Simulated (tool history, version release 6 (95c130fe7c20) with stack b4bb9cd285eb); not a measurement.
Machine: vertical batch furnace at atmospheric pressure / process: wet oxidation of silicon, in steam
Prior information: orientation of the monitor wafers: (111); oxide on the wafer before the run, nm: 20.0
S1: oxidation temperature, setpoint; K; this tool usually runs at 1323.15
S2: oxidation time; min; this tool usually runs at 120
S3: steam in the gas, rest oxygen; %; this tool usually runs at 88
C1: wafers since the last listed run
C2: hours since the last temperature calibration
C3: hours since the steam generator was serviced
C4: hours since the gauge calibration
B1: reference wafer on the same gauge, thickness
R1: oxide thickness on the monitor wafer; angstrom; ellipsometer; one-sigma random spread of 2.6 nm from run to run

run	hour	S1	S2	S3	C1	C2	C3	C4	B1	R1
1	0	1323.15	120	88	0	2165.1	1411	143.3	860.26	7469.2
2	69.8	1323.15	120	88	885	2234.9	1480.8	213.1	860.66	7514.1
3	121.6	1323.15	120	88	656	2286.7	1532.6	264.9	859.94	7431.7
4	233.8	1323.15	120	88	1422	2398.9	1644.8	377.1	859.99	7427.7
5	292.1	1323.15	120	88	739	2457.2	1703.1	435.4	860.52	7445.8
# hour 326.4: gauge calibrated
6	335.7	1309.15	120	88	552	2500.8	1746.7	9.3	859.36	7018.6
# hour 405.2: thermocouples replaced and temperature profile calibrated
7	405.7	1323.15	104.5	88	583	0.5	1816.7	79.3	860.05	6829.1
8	426.2	1337.15	91.5	83	259	21	1837.2	99.8	860.15	6474.8
# hour 478.5: steam generator serviced
9	479	1323.15	158	79	365	73.8	0.5	152.6	860.18	8404.1
10	514.3	1343.15	66	83	447	109.1	35.8	187.9	860.57	5788.7
11	540.8	1343.15	75.5	77	336	135.6	62.3	214.4	859.86	5949.3
12	574.4	1301.15	155	88	426	169.2	95.9	248	859.82	8127.5
13	720.8	1323.15	120	88	1856	315.6	242.3	394.4	860.23	7687.9
# hour 737.3: gauge calibrated
14	755.1	1301.15	155	88	434	349.9	276.6	17.8	859.97	8154.5

Below are 4 alternative next runs, each starting from the tool's condition after run 14. Predict each:
A	760.5	1323.15	90	88	68	355.3	282	23.2	?	?
B	760.5	1339.15	120	97	68	355.3	282	23.2	?	?
C	760.5	1345.15	153	93	68	355.3	282	23.2	?	?
D	760.5	1323.15	120	81	68	355.3	282	23.2	?	?

run	B1	R1
A	859.67	6560.6
B	859.67	8571.8
C	859.67	9732.8
D	859.67	7340.8
Without the tool's hidden state the same runs would have given:
run	R1
A	6581.2
B	8597.9
C	9762.2
D	7363.6
